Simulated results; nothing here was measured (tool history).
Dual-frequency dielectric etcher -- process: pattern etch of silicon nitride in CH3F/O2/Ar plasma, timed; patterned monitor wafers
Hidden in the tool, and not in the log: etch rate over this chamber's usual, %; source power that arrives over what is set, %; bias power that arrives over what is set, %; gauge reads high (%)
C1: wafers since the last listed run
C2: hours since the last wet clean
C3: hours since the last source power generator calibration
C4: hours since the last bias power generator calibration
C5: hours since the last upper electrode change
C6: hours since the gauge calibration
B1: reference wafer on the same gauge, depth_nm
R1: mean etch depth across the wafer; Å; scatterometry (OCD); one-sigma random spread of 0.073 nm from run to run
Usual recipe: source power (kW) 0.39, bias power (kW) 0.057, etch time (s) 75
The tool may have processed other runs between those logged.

run 1 hour=0 | source_power_(kW)=0.35 bias_power_(kW)=0.057 etch_time_(s)=61.5 | C1=0 C2=357.1 C3=1608.4 C4=4296.3 C5=2384.8 C6=17 | B1=49.73 | R1=400
run 2 hour=7 | source_power_(kW)=0.39 bias_power_(kW)=0.057 etch_time_(s)=75 | C1=59 C2=364.1 C3=1615.4 C4=4303.3 C5=2391.8 C6=24 | B1=49.72 | R1=500.2
run 3 hour=19.6 | source_power_(kW)=0.39 bias_power_(kW)=0.057 etch_time_(s)=75 | C1=106 C2=376.7 C3=1628 C4=4315.9 C5=2404.4 C6=36.6 | B1=49.68 | R1=499.9
run 4 hour=35.7 | source_power_(kW)=0.39 bias_power_(kW)=0.057 etch_time_(s)=75 | C1=136 C2=392.8 C3=1644.1 C4=4332 C5=2420.5 C6=52.7 | B1=49.69 | R1=501
run 5 hour=87.6 | source_power_(kW)=0.39 bias_power_(kW)=0.057 etch_time_(s)=75 | C1=439 C2=444.7 C3=1696 C4=4383.9 C5=2472.4 C6=104.6 | B1=49.71 | R1=503.8
run 6 hour=101.9 | source_power_(kW)=0.39 bias_power_(kW)=0.057 etch_time_(s)=75 | C1=121 C2=459 C3=1710.3 C4=4398.2 C5=2486.7 C6=118.9 | B1=49.74 | R1=502.6
run 7 hour=108.1 | source_power_(kW)=0.39 bias_power_(kW)=0.057 etch_time_(s)=75 | C1=52 C2=465.2 C3=1716.5 C4=4404.4 C5=2492.9 C6=125.1 | B1=49.69 | R1=503.3
run 8 hour=137 | source_power_(kW)=0.39 bias_power_(kW)=0.067 etch_time_(s)=75 | C1=244 C2=494.1 C3=1745.4 C4=4433.3 C5=2521.8 C6=154 | B1=49.68 | R1=530.5
-- hour=163.1 upper electrode replaced
-- hour=163.9 gauge calibrated
-- hour=186.9 wet clean of the chamber
-- hour=189 source power generator calibrated
run 9 hour=189.5 | source_power_(kW)=0.39 bias_power_(kW)=0.067 etch_time_(s)=75 | C1=22 C2=2.6 C3=0.5 C4=4485.8 C5=26.4 C6=25.6 | B1=49.73 | R1=516.2
run 10 hour=189.9 | source_power_(kW)=0.39 bias_power_(kW)=0.057 etch_time_(s)=79.5 | C1=3 C2=3 C3=0.9 C4=4486.2 C5=26.8 C6=26 | B1=49.71 | R1=519.4
run 11 hour=190.2 | source_power_(kW)=0.39 bias_power_(kW)=0.057 etch_time_(s)=75 | C1=2 C2=3.3 C3=1.2 C4=4486.5 C5=27.1 C6=26.3 | B1=49.69 | R1=491.2
run 12 hour=198 | source_power_(kW)=0.35 bias_power_(kW)=0.068 etch_time_(s)=59.5 | C1=66 C2=11.1 C3=9 C4=4494.3 C5=34.9 C6=34.1 | B1=49.72 | R1=400.3
run 13 hour=212.1 | source_power_(kW)=0.43 bias_power_(kW)=0.05 etch_time_(s)=58.5 | C1=119 C2=25.2 C3=23.1 C4=4508.4 C5=49 C6=48.2 | B1=49.7 | R1=377.7
run 14 hour=220.4 | source_power_(kW)=0.39 bias_power_(kW)=0.065 etch_time_(s)=75 | C1=70 C2=33.5 C3=31.4 C4=4516.7 C5=57.3 C6=56.5 | B1=49.69 | R1=511.8
run 15 hour=232.1 | source_power_(kW)=0.39 bias_power_(kW)=0.045 etch_time_(s)=53.5 | C1=99 C2=45.2 C3=43.1 C4=4528.4 C5=69 C6=68.2 | B1=49.7 | R1=327
-- hour=239.8 bias power generator calibrated
run 16 hour=241.4 | source_power_(kW)=0.34 bias_power_(kW)=0.063 etch_time_(s)=59.5 | C1=44 C2=54.5 C3=52.4 C4=1.6 C5=78.3 C6=77.5 | B1=49.7 | R1=389.1
run 17 hour=256.2 | source_power_(kW)=0.46 bias_power_(kW)=0.063 etch_time_(s)=68.5 | C1=125 C2=69.3 C3=67.2 C4=16.4 C5=93.1 C6=92.3 | B1=49.72 | R1=484.4
run 18 hour=272.9 | source_power_(kW)=0.39 bias_power_(kW)=0.048 etch_time_(s)=58.5 | C1=141 C2=86 C3=83.9 C4=33.1 C5=109.8 C6=109 | B1=49.73 | R1=364.5
run 19 hour=287.6 | source_power_(kW)=0.43 bias_power_(kW)=0.044 etch_time_(s)=85.5 | C1=124 C2=100.7 C3=98.6 C4=47.8 C5=124.5 C6=123.7 | B1=49.71 | R1=533.2
run 20 hour=295.5 | source_power_(kW)=0.39 bias_power_(kW)=0.057 etch_time_(s)=75 | C1=66 C2=108.6 C3=106.5 C4=55.7 C5=132.4 C6=131.6 | B1=49.72 | R1=493.7
run 21 hour=303.3 | source_power_(kW)=0.39 bias_power_(kW)=0.057 etch_time_(s)=75 | C1=66 C2=116.4 C3=114.3 C4=63.5 C5=140.2 C6=139.4 | B1=49.7 | R1=493
run 22 hour=313.4 | source_power_(kW)=0.39 bias_power_(kW)=0.057 etch_time_(s)=75 | C1=85 C2=126.5 C3=124.4 C4=73.6 C5=150.3 C6=149.5 | B1=49.72 | R1=494.4
run 23 hour=321.8 | source_power_(kW)=0.45 bias_power_(kW)=0.066 etch_time_(s)=75 | C1=71 C2=134.9 C3=132.8 C4=82 C5=158.7 C6=157.9 | B1=49.7 | R1=535.9

Predict each of these 5 candidate next runs independently; none follows another, all start after run 23:
run A hour=322.2 | source_power_(kW)=0.42 bias_power_(kW)=0.057 etch_time_(s)=75 | C1=3 C2=135.3 C3=133.2 C4=82.4 C5=159.1 C6=158.3 | B1=? | R1=?
run B hour=322.2 | source_power_(kW)=0.39 bias_power_(kW)=0.062 etch_time_(s)=88 | C1=3 C2=135.3 C3=133.2 C4=82.4 C5=159.1 C6=158.3 | B1=? | R1=?
run C hour=322.2 | source_power_(kW)=0.34 bias_power_(kW)=0.057 etch_time_(s)=75 | C1=3 C2=135.3 C3=133.2 C4=82.4 C5=159.1 C6=158.3 | B1=? | R1=?
run D hour=322.2 | source_power_(kW)=0.39 bias_power_(kW)=0.046 etch_time_(s)=82 | C1=3 C2=135.3 C3=133.2 C4=82.4 C5=159.1 C6=158.3 | B1=? | R1=?
run E hour=322.2 | source_power_(kW)=0.39 bias_power_(kW)=0.057 etch_time_(s)=55.5 | C1=3 C2=135.3 C3=133.2 C4=82.4 C5=159.1 C6=158.3 | B1=? | R1=?

run=A B1=49.7 R1=503.5
run=B B1=49.7 R1=594.8
run=C B1=49.7 R1=476.8
run=D B1=49.7 R1=506.3
run=E B1=49.7 R1=365.4
Without the tool's unlogged condition, the same runs would have read:
run=A R1=498.8
run=B R1=589.2
run=C R1=472.4
run=D R1=501.5
run=E R1=362
